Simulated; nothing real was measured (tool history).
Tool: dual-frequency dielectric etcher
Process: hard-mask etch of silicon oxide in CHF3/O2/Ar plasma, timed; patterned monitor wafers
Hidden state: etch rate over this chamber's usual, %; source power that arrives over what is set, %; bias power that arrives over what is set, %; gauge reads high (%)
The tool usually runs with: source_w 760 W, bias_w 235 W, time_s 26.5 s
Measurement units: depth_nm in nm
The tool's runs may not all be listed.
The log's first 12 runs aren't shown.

run    hour  source_w  bias_w  time_s  wafers since the last listed run  hours since the last wet clean  hours since the last source power generator calibration  hours since the last bias power generator calibration  hours since the last upper electrode change  hours since the gauge calibration  read-back reference wafer on the same gauge, depth_nm  depth_nm
 13  1039.2       760     235    32.0                               464                           580.6                                                   3877.1                                                 1720.6                                        406.0                             1618.5                                                   70.6      78.0
     1095.9  -- wet clean of the chamber
     1096.6  -- bias power generator calibrated
 14  1097.1       760     193    26.5                               416                             1.2                                                   3935.0                                                    0.5                                        463.9                             1676.4                                                   70.6      62.6
 15  1120.7       820     283    26.5                               296                            24.8                                                   3958.6                                                   24.1                                        487.5                             1700.0                                                   70.6      69.3
 16  1194.0       760     215    30.0                               920                            98.1                                                   4031.9                                                   97.4                                        560.8                             1773.3                                                   70.6      72.2
 17  1291.4       640     187    26.5                              1223                           195.5                                                   4129.3                                                  194.8                                        658.2                             1870.7                                                   70.6      57.5
 18  1357.8       760     235    26.5                               833                           261.9                                                   4195.7                                                  261.2                                        724.6                             1937.1                                                   70.6      64.7
     1381.9  -- source power generator calibrated
 19  1426.6       760     235    26.5                               813                           330.7                                                     44.7                                                  330.0                                        793.4                             2005.9                                                   70.6      62.9
 20  1481.1       760     184    20.5                               684                           385.2                                                     99.2                                                  384.5                                        847.9                             2060.4                                                   70.6      46.9

Run 21 comes next. What will it give?
 21  1567.0       760     252    26.5                              1078                           471.1                                                    185.1                                                  470.4                                        933.8                             2146.3                                                      ?         ?

Run 21 produced read-back reference wafer on the same gauge, depth_nm 70.6, depth_nm 63.6 nm.
Take away the tool's hidden state, keep the run-to-run variation as it was, and the same run would have given depth_nm 63.6 nm.
